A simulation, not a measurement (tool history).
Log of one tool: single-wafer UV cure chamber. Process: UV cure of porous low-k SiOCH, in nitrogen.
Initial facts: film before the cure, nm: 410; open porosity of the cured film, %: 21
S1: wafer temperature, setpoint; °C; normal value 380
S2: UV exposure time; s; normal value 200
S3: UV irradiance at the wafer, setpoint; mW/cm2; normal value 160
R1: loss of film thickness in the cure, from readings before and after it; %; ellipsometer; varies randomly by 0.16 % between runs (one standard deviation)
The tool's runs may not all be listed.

Run 1, day 0.000: usual settings but S1 370 °C. Result: R1 11.469 %.
Run 2, day 0.908: usual settings but S1 370 °C. Result: R1 11.118 %.
Run 3, day 1.521: usual settings but S1 370 °C. Result: R1 11.316 %.
Run 4, day 2.167: usual settings. Result: R1 11.229 %.
Run 5, day 3.625: usual settings. Result: R1 11.444 %.
At day 4.112: quartz window cleaned.
Run 6, day 4.496: usual settings. Result: R1 12.013 %.
Run 7, day 5.800: usual settings. Result: R1 11.865 %.
Run 8, day 6.304: usual settings. Result: R1 11.927 %.
Run 9, day 7.733: usual settings. Result: R1 12.060 %.
Run 10, day 8.671: usual settings. Result: R1 11.468 %.
Run 11, day 10.812: usual settings. Result: R1 11.550 %.
At day 11.371: quartz window cleaned.
At day 12.375: UV bulbs replaced.
Run 12, day 12.396: usual settings. Result: R1 12.246 %.
Run 13, day 13.071: usual settings. Result: R1 11.924 %.
Run 14, day 13.900: usual settings. Result: R1 11.811 %.
Run 15, day 15.375: usual settings but S1 366 °C, S3 141 mW/cm2. Result: R1 10.806 %.
Run 16, day 15.908: usual settings but S1 394 °C. Result: R1 11.750 %.
Run 17, day 16.708: usual settings but S1 394 °C. Result: R1 11.707 %.
Run 18, day 17.479: usual settings but S1 373 °C, S2 125 s. Result: R1 9.317 %.
Run 19, day 18.233: usual settings but S1 389 °C. Result: R1 11.615 %.
At day 18.696: quartz window cleaned.
Run 20, day 18.908: usual settings but S1 389 °C. Result: R1 12.643 %.
Run 21, day 19.542: usual settings but S2 260 s. Result: R1 13.178 %.
Run 22, day 21.079: usual settings but S2 260 s. Result: R1 12.763 %.
Run 23, day 21.875: usual settings but S1 387 °C. Result: R1 11.860 %.
Run 24, day 22.438: usual settings but S1 362 °C, S2 85 s, S3 136 mW/cm2. Result: R1 7.031 %.
Run 25, day 23.229: usual settings but S1 363 °C, S2 255 s. Result: R1 12.477 %.
Run 26, day 23.767: usual settings but S1 398 °C, S2 130 s, S3 188 mW/cm2. Result: R1 10.599 %.
Run 27, day 24.267: usual settings but S1 389 °C, S2 100 s. Result: R1 8.606 %.
Run 28, day 25.179: usual settings but S1 361 °C. Result: R1 10.927 %.
At day 25.992: quartz window cleaned.
Run 29, day 26.012: usual settings but S1 394 °C, S2 145 s. Result: R1 11.266 %.
Run 30, day 27.350: usual settings but S1 371 °C, S3 148 mW/cm2. Result: R1 11.545 %.
Run 31, day 27.983: usual settings but S1 371 °C, S3 139 mW/cm2. Result: R1 10.894 %.
Run 32, day 28.962: usual settings. Result: R1 11.461 %.
Run 33, day 29.812: usual settings. Result: R1 11.418 %.
Run 34, day 30.854: usual settings but S1 394 °C, S2 250 s, S3 138 mW/cm2. Result: R1 11.846 %.
Run 35, day 31.612: usual settings but S1 365 °C, S2 275 s, S3 198 mW/cm2. Result: R1 13.412 %.
Run 36, day 32.396: usual settings. Result: R1 11.547 %.
Run 37, day 32.896: usual settings but S1 392 °C. Result: R1 11.414 %.
At day 34.446: quartz window cleaned.
Run 38, day 34.467: usual settings. Result: R1 12.434 %.
Run 39, day 35.425: usual settings. Result: R1 11.864 %.
Run 40, day 36.038: usual settings but S1 371 °C, S3 148 mW/cm2. Result: R1 11.460 %.
Run 41, day 36.950: usual settings but S3 128 mW/cm2. Result: R1 10.735 %.
Run 42, day 38.196: usual settings but S1 366 °C, S3 141 mW/cm2. Result: R1 10.815 %.
Run 43, day 39.488: usual settings. Result: R1 11.666 %.
Run 44, day 40.712: usual settings. Result: R1 11.497 %.

For some of the steps in R1 from one run to the next: how much would appear even if the tool had no hidden state, given the settings, what came in and random variation, and how much remains for the hidden state plus any gauge scatter that the measured result and the result without hidden state don't share?
Hidden state at play: lamp output below its setpoint, %; transmission lost against a clean window, %.
Run 5 -> 6: quartz window cleaned. R1 +0.569 %: hidden state +1.007, all else -0.438.
Run 17 -> 18: S1 394 -> 373, S2 200 -> 125. R1 -2.390 %: hidden state +0.012, all else -2.402.
Run 19 -> 20: quartz window cleaned. R1 +1.028 %: hidden state +0.917, all else +0.111.
Run 23 -> 24: S1 387 -> 362, S2 200 -> 85, S3 160 -> 136. R1 -4.829 %: hidden state +0.036, all else -4.865.
Run 24 -> 25: S1 362 -> 363, S2 85 -> 255, S3 136 -> 160. R1 +5.446 %: hidden state -0.198, all else +5.644.
Run 37 -> 38: S1 392 -> 380, quartz window cleaned. R1 +1.020 %: hidden state +1.046, all else -0.026.
